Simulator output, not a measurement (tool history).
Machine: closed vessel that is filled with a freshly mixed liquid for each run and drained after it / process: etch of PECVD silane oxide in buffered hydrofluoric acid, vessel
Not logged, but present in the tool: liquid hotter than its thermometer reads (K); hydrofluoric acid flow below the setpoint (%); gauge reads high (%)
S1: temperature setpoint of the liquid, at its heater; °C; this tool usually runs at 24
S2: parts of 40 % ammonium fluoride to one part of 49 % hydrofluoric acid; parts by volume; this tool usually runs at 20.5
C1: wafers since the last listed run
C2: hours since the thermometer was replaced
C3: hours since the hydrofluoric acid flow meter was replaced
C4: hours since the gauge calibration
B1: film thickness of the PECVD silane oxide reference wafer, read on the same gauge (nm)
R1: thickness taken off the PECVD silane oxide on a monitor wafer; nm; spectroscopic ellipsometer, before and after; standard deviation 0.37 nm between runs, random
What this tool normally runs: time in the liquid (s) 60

Run 1, day 0: usual settings; C1 0; C2 1041.5; C3 1901.1; C4 436; B1 69.99. Result: R1 69.67 nm.
Run 2, day 0.888: usual settings; C1 1541; C2 1062.8; C3 1922.4; C4 457.3; B1 69.97. Result: R1 69.71 nm.
Run 3, day 1.454: usual settings; C1 984; C2 1076.4; C3 1936; C4 470.9; B1 70.02. Result: R1 69.53 nm.
Run 4, day 2.879: usual settings; C1 2474; C2 1110.6; C3 1970.2; C4 505.1; B1 70.04. Result: R1 69.75 nm.
Run 5, day 3.967: usual settings; C1 1888; C2 1136.7; C3 1996.3; C4 531.2; B1 69.93. Result: R1 69.37 nm.
Run 6, day 5.412: usual settings; C1 2510; C2 1171.4; C3 2031; C4 565.9; B1 70.02. Result: R1 70.46 nm.
Run 7, day 6.05: usual settings; C1 1107; C2 1186.7; C3 2046.3; C4 581.2; B1 69.99. Result: R1 71.16 nm.
Run 8, day 7.454: usual settings; C1 2438; C2 1220.4; C3 2080; C4 614.9; B1 70.01. Result: R1 70.45 nm.
Run 9, day 8.858: usual settings; C1 2438; C2 1254.1; C3 2113.7; C4 648.6; B1 69.98. Result: R1 70.88 nm.
Run 10, day 9.796: usual settings; C1 1628; C2 1276.6; C3 2136.2; C4 671.1; B1 69.95. Result: R1 69.86 nm.
Run 11, day 10.817: usual settings but time in the liquid (s) 80; C1 1772; C2 1301.1; C3 2160.7; C4 695.6; B1 69.97. Result: R1 93.98 nm.
Run 12, day 12.075: usual settings but time in the liquid (s) 80; C1 2185; C2 1331.3; C3 2190.9; C4 725.8; B1 70.02. Result: R1 95.38 nm.
Run 13, day 13.408: usual settings but S1 21.5 °C; C1 2315; C2 1363.3; C3 2222.9; C4 757.8; B1 69.97. Result: R1 61.8 nm.
At day 13.612: gauge calibrated.
Run 14, day 14.5: usual settings but S2 18 parts by volume; C1 1895; C2 1389.5; C3 2249.1; C4 21.3; B1 70.01. Result: R1 80.36 nm.
Run 15, day 15.712: usual settings but S2 23 parts by volume; C1 2105; C2 1418.6; C3 2278.2; C4 50.4; B1 70.04. Result: R1 65.52 nm.
Run 16, day 18.442: usual settings; C1 4739; C2 1484.1; C3 2343.7; C4 115.9; B1 70. Result: R1 71.61 nm.
Run 17, day 19.496: usual settings but S1 20.5 °C, S2 25 parts by volume, time in the liquid (s) 80; C1 1830; C2 1509.4; C3 2369; C4 141.2; B1 70. Result: R1 69.33 nm.
At day 20.258: thermometer replaced.
Run 18, day 20.338: usual settings; C1 1389; C2 1.9; C3 2389.2; C4 161.4; B1 70. Result: R1 63.15 nm.
At day 20.425: hydrofluoric acid flow meter replaced.
Run 19, day 21.254: usual settings but S1 22.5 °C, S2 14 parts by volume, time in the liquid (s) 50; C1 1519; C2 23.9; C3 19.9; C4 183.4; B1 70.01. Result: R1 70.21 nm.
Run 20, day 22.575: usual settings but time in the liquid (s) 75; C1 2293; C2 55.6; C3 51.6; C4 215.1; B1 69.97. Result: R1 79.73 nm.
Run 21, day 23.471: usual settings but S2 17 parts by volume; C1 1555; C2 77.1; C3 73.1; C4 236.6; B1 70.02. Result: R1 76.04 nm.
Run 22, day 24.729: usual settings but S1 28 °C, S2 18.5 parts by volume, time in the liquid (s) 35; C1 2185; C2 107.3; C3 103.3; C4 266.8; B1 69.98. Result: R1 50.06 nm.
Run 23, day 25.7: usual settings but S1 20.5 °C, S2 26.5 parts by volume; C1 1686; C2 130.6; C3 126.6; C4 290.1; B1 69.97. Result: R1 44.22 nm.
Run 24, day 26.721: usual settings but time in the liquid (s) 40; C1 1772; C2 155.1; C3 151.1; C4 314.6; B1 69.99. Result: R1 42.72 nm.
Run 25, day 27.238: usual settings but S2 28 parts by volume, time in the liquid (s) 45; C1 897; C2 167.5; C3 163.5; C4 327; B1 69.99. Result: R1 38.62 nm.
Run 26, day 28.408: usual settings but S1 26 °C, S2 28.5 parts by volume; C1 2033; C2 195.6; C3 191.6; C4 355.1; B1 69.98. Result: R1 57.06 nm.
Run 27, day 29.35: usual settings but S1 26.5 °C, S2 13.5 parts by volume, time in the liquid (s) 70; C1 1635; C2 218.2; C3 214.2; C4 377.7; B1 70.02. Result: R1 128.12 nm.
Run 28, day 29.875: usual settings; C1 911; C2 230.8; C3 226.8; C4 390.3; B1 70.02. Result: R1 63.94 nm.
Run 29, day 32.167: usual settings but S1 20 °C, S2 14 parts by volume, time in the liquid (s) 50; C1 3979; C2 285.8; C3 281.8; C4 445.3; B1 69.99. Result: R1 61.91 nm.
Run 30, day 33.375: usual settings but S2 28 parts by volume, time in the liquid (s) 45; C1 2098; C2 314.8; C3 310.8; C4 474.3; B1 70. Result: R1 39.23 nm.
Run 31, day 34.308: usual settings but time in the liquid (s) 35; C1 1620; C2 337.2; C3 333.2; C4 496.7; B1 70.03. Result: R1 37.57 nm.
Run 32, day 35.012: usual settings but S2 25.5 parts by volume, time in the liquid (s) 35; C1 1222; C2 354.1; C3 350.1; C4 513.6; B1 69.97. Result: R1 32.44 nm.

Subtracting, for every run, the result it would have given without the tool's unlogged condition from the measured result gives the following. The same run-to-run variation enters both numbers; the gauge's scatter may not:
run      R1
  1    +6.5
  2   +6.61
  3   +6.66
  4   +6.82
  5   +6.92
  6   +7.16
  7    +7.3
  8    +7.4
  9   +7.58
 10   +7.57
 11  +10.37
 12  +10.71
 13   +7.17
 14   +9.28
 15   +7.71
 16   +8.72
 17   +8.74
 18   +0.25
 19   +0.39
 20   +0.61
 21    +0.7
 22   +0.56
 23   +0.59
 24   +0.63
 25   +0.61
 26   +1.01
 27   +2.45
 28   +1.28
 29   +1.54
 30   +1.04
 31   +1.06
 32   +0.95

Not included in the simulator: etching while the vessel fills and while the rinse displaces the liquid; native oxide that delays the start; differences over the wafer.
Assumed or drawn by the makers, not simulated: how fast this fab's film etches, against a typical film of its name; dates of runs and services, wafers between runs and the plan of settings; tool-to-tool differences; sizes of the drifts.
